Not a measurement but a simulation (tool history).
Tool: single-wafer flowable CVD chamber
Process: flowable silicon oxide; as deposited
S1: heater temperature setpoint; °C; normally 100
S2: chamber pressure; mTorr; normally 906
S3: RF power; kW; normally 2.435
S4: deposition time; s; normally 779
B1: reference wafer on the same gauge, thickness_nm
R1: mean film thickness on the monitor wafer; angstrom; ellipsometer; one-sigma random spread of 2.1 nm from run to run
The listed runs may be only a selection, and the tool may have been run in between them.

{"run": 1, "hour": 0.0, "S1": 100, "S2": 906, "S3": 2.435, "S4": 779, "B1": 433.349, "R1": 5590.73}
{"run": 2, "hour": 106.4, "S1": 100, "S2": 906, "S3": 2.435, "S4": 779, "B1": 434.181, "R1": 5636.08}
{"run": 3, "hour": 212.6, "S1": 100, "S2": 906, "S3": 2.435, "S4": 779, "B1": 433.681, "R1": 5649.21}
{"run": 4, "hour": 231.5, "S1": 100, "S2": 906, "S3": 2.435, "S4": 779, "B1": 434.365, "R1": 5664.71}
{"run": 5, "hour": 250.6, "S1": 100, "S2": 906, "S3": 2.435, "S4": 779, "B1": 434.071, "R1": 5704.78}
{"run": 6, "hour": 275.0, "S1": 100, "S2": 906, "S3": 2.435, "S4": 779, "B1": 434.299, "R1": 5708.98}
{"run": 7, "hour": 289.9, "S1": 100, "S2": 906, "S3": 2.435, "S4": 779, "B1": 434.36, "R1": 5700.32}
{"run": 8, "hour": 327.0, "S1": 100, "S2": 906, "S3": 2.435, "S4": 779, "B1": 434.095, "R1": 5688.39}
{"hour": 331.1, "done": "gauge calibrated"}
{"run": 9, "hour": 359.3, "S1": 100, "S2": 906, "S3": 2.435, "S4": 779, "B1": 433.643, "R1": 5763.94}
{"hour": 380.6, "done": "capacitance manometer re-zeroed and calibrated"}
{"run": 10, "hour": 384.7, "S1": 100, "S2": 906, "S3": 2.435, "S4": 779, "B1": 433.934, "R1": 5714.91}
{"run": 11, "hour": 406.0, "S1": 100, "S2": 906, "S3": 2.435, "S4": 779, "B1": 433.791, "R1": 5704.62}
{"run": 12, "hour": 418.6, "S1": 100, "S2": 906, "S3": 2.435, "S4": 779, "B1": 433.997, "R1": 5741.56}
{"run": 13, "hour": 455.5, "S1": 100, "S2": 959, "S3": 2.15, "S4": 779, "B1": 434.502, "R1": 5875.4}
{"run": 14, "hour": 485.5, "S1": 100, "S2": 959, "S3": 2.15, "S4": 779, "B1": 434.344, "R1": 5877.74}
{"run": 15, "hour": 497.9, "S1": 110, "S2": 906, "S3": 2.435, "S4": 779, "B1": 434.222, "R1": 3947.43}
{"hour": 509.1, "done": "RF generator calibrated"}
{"run": 16, "hour": 513.8, "S1": 100, "S2": 906, "S3": 2.435, "S4": 779, "B1": 434.081, "R1": 5778.21}
{"run": 17, "hour": 532.9, "S1": 85, "S2": 906, "S3": 2.9, "S4": 903, "B1": 433.733, "R1": 11894.52}
{"hour": 558.8, "done": "showerhead replaced"}
{"run": 18, "hour": 566.9, "S1": 90, "S2": 906, "S3": 2.735, "S4": 779, "B1": 433.994, "R1": 8514.14}
{"run": 19, "hour": 598.4, "S1": 88, "S2": 999, "S3": 2.835, "S4": 638, "B1": 434.312, "R1": 8287.46}
{"run": 20, "hour": 651.1, "S1": 100, "S2": 906, "S3": 2.435, "S4": 779, "B1": 433.859, "R1": 5803.0}
{"run": 21, "hour": 675.4, "S1": 100, "S2": 696, "S3": 2.435, "S4": 779, "B1": 434.418, "R1": 4430.17}
{"hour": 683.5, "done": "thermocouple changed; heater temperature recalibrated"}
{"run": 22, "hour": 689.7, "S1": 107, "S2": 906, "S3": 2.435, "S4": 906, "B1": 434.118, "R1": 4792.07}
{"run": 23, "hour": 717.0, "S1": 100, "S2": 906, "S3": 2.435, "S4": 779, "B1": 433.613, "R1": 5387.45}
{"run": 24, "hour": 737.0, "S1": 100, "S2": 959, "S3": 2.15, "S4": 779, "B1": 433.972, "R1": 5466.48}
{"run": 25, "hour": 754.0, "S1": 110, "S2": 988, "S3": 2.85, "S4": 779, "B1": 434.001, "R1": 4121.39}
{"hour": 848.1, "done": "gauge calibrated"}
{"run": 26, "hour": 851.4, "S1": 109, "S2": 823, "S3": 2.755, "S4": 641, "B1": 434.693, "R1": 2931.98}
{"run": 27, "hour": 871.9, "S1": 100, "S2": 736, "S3": 2.685, "S4": 779, "B1": 434.098, "R1": 4401.82}

Predict the results of run 28:
{"run": 28, "hour": 899.3, "S1": 100, "S2": 978, "S3": 2.435, "S4": 719, "B1": "?", "R1": "?"}

Run 28 produced B1 434.082, R1 5343.47 angstrom.
The same run, on a tool lacking any hidden state, would have yielded R1 5341.29 angstrom.
